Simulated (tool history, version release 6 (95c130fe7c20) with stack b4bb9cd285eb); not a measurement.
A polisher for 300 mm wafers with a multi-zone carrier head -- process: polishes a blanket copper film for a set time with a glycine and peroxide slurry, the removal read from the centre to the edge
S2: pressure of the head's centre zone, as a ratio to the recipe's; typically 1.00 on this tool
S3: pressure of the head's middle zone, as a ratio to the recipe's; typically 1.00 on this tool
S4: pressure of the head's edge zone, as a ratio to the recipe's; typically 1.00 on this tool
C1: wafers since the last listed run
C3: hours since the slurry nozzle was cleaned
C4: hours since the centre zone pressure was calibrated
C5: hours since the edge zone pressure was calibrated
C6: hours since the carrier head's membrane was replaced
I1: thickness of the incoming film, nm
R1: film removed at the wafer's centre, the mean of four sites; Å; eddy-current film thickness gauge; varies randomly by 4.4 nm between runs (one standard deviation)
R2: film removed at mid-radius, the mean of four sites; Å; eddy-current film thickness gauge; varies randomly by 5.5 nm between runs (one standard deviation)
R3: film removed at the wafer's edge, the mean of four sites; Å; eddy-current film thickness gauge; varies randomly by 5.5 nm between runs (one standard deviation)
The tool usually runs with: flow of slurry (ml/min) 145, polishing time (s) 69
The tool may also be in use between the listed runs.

{"run": 1, "hour": 0.0, "flow of slurry (ml/min)": 160, "S2": 1.0, "S3": 1.0, "S4": 1.0, "polishing time (s)": 69, "C1": 0, "wafers polished on this pad": 573, "C3": 639.2, "C4": 96.1, "C5": 93.6, "C6": 1077.3, "I1": 1120.7, "R1": 3979, "R2": 3790, "R3": 3876}
{"run": 2, "hour": 39.5, "flow of slurry (ml/min)": 165, "S2": 1.0, "S3": 1.0, "S4": 1.0, "polishing time (s)": 69, "C1": 425, "wafers polished on this pad": 999, "C3": 678.7, "C4": 135.6, "C5": 133.1, "C6": 1116.8, "I1": 1124.3, "R1": 3933, "R2": 3763, "R3": 3865}
{"hour": 61.6, "done": "carrier head's membrane replaced by a new one"}
{"hour": 65.1, "done": "worn pad replaced by a new one"}
{"hour": 81.7, "done": "slurry nozzle cleaned"}
{"run": 3, "hour": 83.8, "flow of slurry (ml/min)": 160, "S2": 1.09, "S3": 1.0, "S4": 1.08, "polishing time (s)": 51, "C1": 374, "wafers polished on this pad": 190, "C3": 2.1, "C4": 179.9, "C5": 177.4, "C6": 22.2, "I1": 1110.0, "R1": 3158, "R2": 2802, "R3": 2969}
{"run": 4, "hour": 92.3, "flow of slurry (ml/min)": 120, "S2": 1.0, "S3": 1.11, "S4": 1.0, "polishing time (s)": 69, "C1": 91, "wafers polished on this pad": 282, "C3": 10.6, "C4": 188.4, "C5": 185.9, "C6": 30.7, "I1": 1129.0, "R1": 3739, "R2": 3895, "R3": 3740}
{"run": 5, "hour": 103.9, "flow of slurry (ml/min)": 145, "S2": 1.0, "S3": 0.95, "S4": 1.0, "polishing time (s)": 90, "C1": 124, "wafers polished on this pad": 407, "C3": 22.2, "C4": 200.0, "C5": 197.5, "C6": 42.3, "I1": 1115.3, "R1": 5051, "R2": 4711, "R3": 4987}
{"run": 6, "hour": 117.9, "flow of slurry (ml/min)": 145, "S2": 0.9, "S3": 1.0, "S4": 1.0, "polishing time (s)": 54, "C1": 150, "wafers polished on this pad": 557, "C3": 36.2, "C4": 214.0, "C5": 211.5, "C6": 56.3, "I1": 1118.7, "R1": 2805, "R2": 2999, "R3": 2954}
{"run": 7, "hour": 127.0, "flow of slurry (ml/min)": 165, "S2": 1.0, "S3": 1.0, "S4": 0.97, "polishing time (s)": 84, "C1": 98, "wafers polished on this pad": 655, "C3": 45.3, "C4": 223.1, "C5": 220.6, "C6": 65.4, "I1": 1116.4, "R1": 4791, "R2": 4690, "R3": 4607}
{"run": 8, "hour": 139.0, "flow of slurry (ml/min)": 100, "S2": 1.0, "S3": 1.0, "S4": 1.03, "polishing time (s)": 69, "C1": 129, "wafers polished on this pad": 785, "C3": 57.3, "C4": 235.1, "C5": 232.6, "C6": 77.4, "I1": 1119.8, "R1": 3576, "R2": 3530, "R3": 3714}
{"run": 9, "hour": 148.5, "flow of slurry (ml/min)": 145, "S2": 0.88, "S3": 1.0, "S4": 1.0, "polishing time (s)": 69, "C1": 102, "wafers polished on this pad": 887, "C3": 66.8, "C4": 244.6, "C5": 242.1, "C6": 86.9, "I1": 1132.2, "R1": 3471, "R2": 3752, "R3": 3826}
{"run": 10, "hour": 163.6, "flow of slurry (ml/min)": 145, "S2": 1.08, "S3": 1.0, "S4": 1.0, "polishing time (s)": 69, "C1": 162, "wafers polished on this pad": 1050, "C3": 81.9, "C4": 259.7, "C5": 257.2, "C6": 102.0, "I1": 1124.9, "R1": 4127, "R2": 3649, "R3": 3786}
{"hour": 179.6, "done": "worn pad replaced by a new one"}
{"run": 11, "hour": 180.0, "flow of slurry (ml/min)": 145, "S2": 1.0, "S3": 1.0, "S4": 1.0, "polishing time (s)": 69, "C1": 133, "wafers polished on this pad": 4, "C3": 98.3, "C4": 276.1, "C5": 273.6, "C6": 118.4, "I1": 1129.8, "R1": 3887, "R2": 3760, "R3": 3808}

Run 12 comes next. What will it give?
{"run": 12, "hour": 190.8, "flow of slurry (ml/min)": 145, "S2": 1.0, "S3": 1.0, "S4": 1.0, "polishing time (s)": 69, "C1": 116, "wafers polished on this pad": 120, "C3": 109.1, "C4": 286.9, "C5": 284.4, "C6": 129.2, "I1": 1122.0, "R1": "?", "R2": "?", "R3": "?"}

R1: 3839 Å
R2: 3713 Å
R3: 3833 Å
If the tool had no hidden condition, the same run with the same run-to-run variation would have returned R1 3839 Å, R2 3713 Å, R3 3833 Å.
